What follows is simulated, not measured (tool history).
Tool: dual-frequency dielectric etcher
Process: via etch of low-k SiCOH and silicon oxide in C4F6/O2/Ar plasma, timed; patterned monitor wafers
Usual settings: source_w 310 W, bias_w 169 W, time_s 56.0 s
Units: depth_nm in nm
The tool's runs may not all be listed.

run     day  source_w  bias_w  time_s  wafers since the last listed run  hours since the last wet clean  hours since the last source power generator calibration  hours since the last bias power generator calibration  hours since the last upper electrode change  hours since the gauge calibration  read-back reference wafer on the same gauge, depth_nm  depth_nm
  1   0.000       310     169    56.0                                 0                            79.9                                                   3384.3                                                 3265.6                                       4533.9                              860.5                                                  168.0     150.2
  2   2.817       310     169    56.0                              1058                           147.5                                                   3451.9                                                 3333.2                                       4601.5                              928.1                                                  168.0     149.9
  3   4.771       310     169    59.5                               734                           194.4                                                   3498.8                                                 3380.1                                       4648.4                              975.0                                                  167.9     159.3
      6.783  -- upper electrode replaced
  4   6.804       310     169    59.5                               388                           243.2                                                   3547.6                                                 3428.9                                          0.5                             1023.8                                                  168.0     159.2
  5   7.521       310     169    56.0                               269                           260.4                                                   3564.8                                                 3446.1                                         17.7                             1041.0                                                  168.0     150.3
  6  10.075       310     169    56.0                               959                           321.7                                                   3626.1                                                 3507.4                                         79.0                             1102.3                                                  168.0     149.7
  7  11.500       310     169    56.0                               535                           355.9                                                   3660.3                                                 3541.6                                        113.2                             1136.5                                                  168.1     150.1
  8  14.092       310     169    56.0                               973                           418.1                                                   3722.5                                                 3603.8                                        175.4                             1198.7                                                  168.0     149.8
  9  15.533       350     183    65.0                               541                           452.7                                                   3757.1                                                 3638.4                                        210.0                             1233.3                                                  168.0     187.5
     16.375  -- gauge calibrated
 10  17.542       240     204    56.0                               754                           500.9                                                   3805.3                                                 3686.6                                        258.2                               28.0                                                  168.0     150.8
     23.162  -- wet clean of the chamber
 11  23.217       310     169    56.0                              1756                             1.3                                                   3941.5                                                 3822.8                                        394.4                              164.2                                                  167.9     149.7
 12  24.467       310     169    56.0                               469                            31.3                                                   3971.5                                                 3852.8                                        424.4                              194.2                                                  167.8     150.4
 13  26.896       310     169    56.0                               912                            89.6                                                   4029.8                                                 3911.1                                        482.7                              252.5                                                  168.0     149.7
 14  29.625       310     169    42.0                              1025                           155.1                                                   4095.3                                                 3976.6                                        548.2                              318.0                                                  168.1     112.7
 15  32.142       380     169    56.0                               945                           215.5                                                   4155.7                                                 4037.0                                        608.6                              378.4                                                  168.0     160.7
     32.679  -- source power generator calibrated
 16  35.075       310     205    56.0                              1039                           285.9                                                     57.5                                                 4107.4                                        679.0                              448.8                                                  168.1     165.8
 17  37.133       260     137    46.0                               773                           335.3                                                    106.9                                                 4156.8                                        728.4                              498.2                                                  167.9     107.6
 18  38.925       250     196    56.0                               673                           378.3                                                    149.9                                                 4199.8                                        771.4                              541.2                                                  168.0     151.7
     39.871  -- bias power generator calibrated
 19  40.571       310     159    50.0                               555                           417.8                                                    189.4                                                   16.8                                        810.9                              580.7                                                  167.9     129.4
 20  42.438       310     169    61.5                               701                           462.6                                                    234.2                                                   61.6                                        855.7                              625.5                                                  167.9     163.4
 21  43.808       280     189    62.5                               515                           495.5                                                    267.1                                                   94.5                                        888.6                              658.4                                                  168.1     168.8
 22  46.196       260     185    43.5                               897                           552.8                                                    324.4                                                  151.8                                        945.9                              715.7                                                  168.1     113.6
     48.300  -- wet clean of the chamber
 23  48.321       310     169    56.0                               422                             0.5                                                    375.4                                                  202.8                                        996.9                              766.7                                                  167.8     148.8
 24  49.954       240     132    61.0                               613                            39.7                                                    414.6                                                  242.0                                       1036.1                              805.9                                                  167.9     133.3
 25  52.888       310     169    56.0                              1102                           110.1                                                    485.0                                                  312.4                                       1106.5                              876.3                                                  167.9     149.5
 26  54.362       310     193    63.5                               554                           145.5                                                    520.4                                                  347.8                                       1141.9                              911.7                                                  167.8     179.5
 27  55.742       310     142    56.0                               518                           178.6                                                    553.5                                                  380.9                                       1175.0                              944.8                                                  167.9     137.4
 28  57.325       310     169    56.0                               594                           216.6                                                    591.5                                                  418.9                                       1213.0                              982.8                                                  167.9     149.2

Forecast run 29:
 29  58.908       290     169    56.0                               594                           254.6                                                    629.5                                                  456.9                                       1251.0                             1020.8                                                      ?         ?

{"run 29": {"read-back reference wafer on the same gauge, depth_nm": 168.1, "depth_nm": 145.7}}
Without the tool's hidden state the same run would have given depth_nm 146.3 nm.
